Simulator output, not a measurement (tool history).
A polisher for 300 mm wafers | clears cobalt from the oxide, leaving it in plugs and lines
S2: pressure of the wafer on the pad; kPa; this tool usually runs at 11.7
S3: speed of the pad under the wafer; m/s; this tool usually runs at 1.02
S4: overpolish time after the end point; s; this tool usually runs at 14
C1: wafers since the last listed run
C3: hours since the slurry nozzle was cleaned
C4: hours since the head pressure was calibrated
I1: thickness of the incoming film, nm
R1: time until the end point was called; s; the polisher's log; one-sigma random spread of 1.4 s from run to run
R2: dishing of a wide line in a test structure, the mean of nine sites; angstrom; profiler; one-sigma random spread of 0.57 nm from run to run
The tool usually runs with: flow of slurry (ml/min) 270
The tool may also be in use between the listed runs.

{"run": 1, "day": 0.0, "flow of slurry (ml/min)": 270, "S2": 11.7, "S3": 1.02, "S4": 14, "C1": 0, "wafers polished on this pad": 488, "C3": 263.3, "C4": 1182, "I1": 321.9, "R1": 76.4, "R2": 337}
{"run": 2, "day": 0.746, "flow of slurry (ml/min)": 270, "S2": 11.7, "S3": 1.02, "S4": 14, "C1": 147, "wafers polished on this pad": 636, "C3": 281.2, "C4": 1199.9, "I1": 323.9, "R1": 74.1, "R2": 333}
{"run": 3, "day": 1.196, "flow of slurry (ml/min)": 270, "S2": 11.7, "S3": 1.02, "S4": 14, "C1": 89, "wafers polished on this pad": 725, "C3": 292, "C4": 1210.7, "I1": 319.4, "R1": 75.5, "R2": 335}
{"run": 4, "day": 1.646, "flow of slurry (ml/min)": 270, "S2": 11.7, "S3": 1.02, "S4": 10, "C1": 89, "wafers polished on this pad": 814, "C3": 302.8, "C4": 1221.5, "I1": 320.8, "R1": 77.1, "R2": 290}
{"run": 5, "day": 2.062, "flow of slurry (ml/min)": 270, "S2": 11.7, "S3": 1.02, "S4": 10, "C1": 82, "wafers polished on this pad": 897, "C3": 312.8, "C4": 1231.5, "I1": 317, "R1": 79.2, "R2": 290}
{"day": 2.454, "done": "worn pad replaced by a new one"}
{"run": 6, "day": 3.467, "flow of slurry (ml/min)": 270, "S2": 11.7, "S3": 1.02, "S4": 10, "C1": 245, "wafers polished on this pad": 200, "C3": 346.5, "C4": 1265.2, "I1": 316, "R1": 87.1, "R2": 275}
{"day": 4.071, "done": "worn pad replaced by a new one, repeated, since the last time left the tool worse"}
{"run": 7, "day": 4.092, "flow of slurry (ml/min)": 270, "S2": 11.7, "S3": 0.78, "S4": 10, "C1": 90, "wafers polished on this pad": 4, "C3": 361.5, "C4": 1280.2, "I1": 323.7, "R1": 84.9, "R2": 275}
{"day": 4.238, "done": "head pressure recalibrated"}
{"run": 8, "day": 4.604, "flow of slurry (ml/min)": 270, "S2": 11.7, "S3": 0.78, "S4": 10, "C1": 84, "wafers polished on this pad": 89, "C3": 373.8, "C4": 8.8, "I1": 325.1, "R1": 88.9, "R2": 272}
{"run": 9, "day": 5.325, "flow of slurry (ml/min)": 270, "S2": 11.7, "S3": 0.78, "S4": 10, "C1": 142, "wafers polished on this pad": 231, "C3": 391.1, "C4": 26.1, "I1": 317.5, "R1": 87.9, "R2": 274}
{"run": 10, "day": 5.662, "flow of slurry (ml/min)": 340, "S2": 11.7, "S3": 1.02, "S4": 14, "C1": 66, "wafers polished on this pad": 298, "C3": 399.2, "C4": 34.2, "I1": 320, "R1": 75.1, "R2": 351}
{"run": 11, "day": 5.95, "flow of slurry (ml/min)": 270, "S2": 11.7, "S3": 0.78, "S4": 10, "C1": 56, "wafers polished on this pad": 355, "C3": 406.1, "C4": 41.1, "I1": 319.8, "R1": 84, "R2": 265}
{"run": 12, "day": 6.471, "flow of slurry (ml/min)": 270, "S2": 14.5, "S3": 1.02, "S4": 14, "C1": 103, "wafers polished on this pad": 458, "C3": 418.6, "C4": 53.6, "I1": 315.1, "R1": 68.2, "R2": 362}
{"run": 13, "day": 7.121, "flow of slurry (ml/min)": 270, "S2": 11.7, "S3": 0.78, "S4": 10, "C1": 128, "wafers polished on this pad": 587, "C3": 434.2, "C4": 69.2, "I1": 322.5, "R1": 91.3, "R2": 263}
{"run": 14, "day": 7.442, "flow of slurry (ml/min)": 270, "S2": 11.7, "S3": 1.02, "S4": 12, "C1": 63, "wafers polished on this pad": 650, "C3": 441.9, "C4": 76.9, "I1": 316.7, "R1": 76.9, "R2": 318}
{"run": 15, "day": 7.883, "flow of slurry (ml/min)": 270, "S2": 11.7, "S3": 0.92, "S4": 21, "C1": 87, "wafers polished on this pad": 738, "C3": 452.5, "C4": 87.5, "I1": 317.8, "R1": 81.9, "R2": 380}
{"run": 16, "day": 8.55, "flow of slurry (ml/min)": 270, "S2": 11.7, "S3": 1.02, "S4": 18, "C1": 131, "wafers polished on this pad": 870, "C3": 468.5, "C4": 103.5, "I1": 317, "R1": 76.9, "R2": 385}
{"day": 8.704, "done": "slurry nozzle cleaned"}
{"run": 17, "day": 9.0, "flow of slurry (ml/min)": 315, "S2": 13.1, "S3": 0.8, "S4": 17, "C1": 80, "wafers polished on this pad": 951, "C3": 7.1, "C4": 114.3, "I1": 317.6, "R1": 81.9, "R2": 360}
{"run": 18, "day": 9.717, "flow of slurry (ml/min)": 335, "S2": 15.2, "S3": 1.32, "S4": 12, "C1": 141, "wafers polished on this pad": 1093, "C3": 24.3, "C4": 131.5, "I1": 325.2, "R1": 56.5, "R2": 375}
{"day": 10.3, "done": "worn pad replaced by a new one"}
{"run": 19, "day": 10.321, "flow of slurry (ml/min)": 180, "S2": 11.7, "S3": 1.02, "S4": 14, "C1": 86, "wafers polished on this pad": 4, "C3": 38.8, "C4": 146, "I1": 322.9, "R1": 74.4, "R2": 350}
{"run": 20, "day": 10.854, "flow of slurry (ml/min)": 270, "S2": 11.7, "S3": 1.02, "S4": 21, "C1": 105, "wafers polished on this pad": 109, "C3": 51.6, "C4": 158.8, "I1": 320.5, "R1": 71.8, "R2": 406}
{"run": 21, "day": 11.242, "flow of slurry (ml/min)": 335, "S2": 15.2, "S3": 1.32, "S4": 12, "C1": 76, "wafers polished on this pad": 186, "C3": 60.9, "C4": 168.1, "I1": 320.2, "R1": 52.7, "R2": 375}

Branching from run 21: 3 alternative next runs. What would each branch give?
{"run": "A", "day": 11.258, "flow of slurry (ml/min)": 270, "S2": 11.7, "S3": 1.24, "S4": 14, "C1": 3, "wafers polished on this pad": 189, "C3": 61.3, "C4": 168.5, "I1": 317.9, "R1": "?", "R2": "?"}
{"run": "B", "day": 11.258, "flow of slurry (ml/min)": 300, "S2": 11.7, "S3": 1.02, "S4": 14, "C1": 3, "wafers polished on this pad": 189, "C3": 61.3, "C4": 168.5, "I1": 317.9, "R1": "?", "R2": "?"}
{"run": "C", "day": 11.258, "flow of slurry (ml/min)": 270, "S2": 13.1, "S3": 0.86, "S4": 14, "C1": 3, "wafers polished on this pad": 189, "C3": 61.3, "C4": 168.5, "I1": 317.9, "R1": "?", "R2": "?"}

run=A R1=64.3 R2=355
run=B R1=71.8 R2=340
run=C R1=74.9 R2=333
Without the tool's unlogged condition, the same runs would have read:
run=A R1=62.4 R2=359
run=B R1=69.7 R2=344
run=C R1=72.7 R2=338
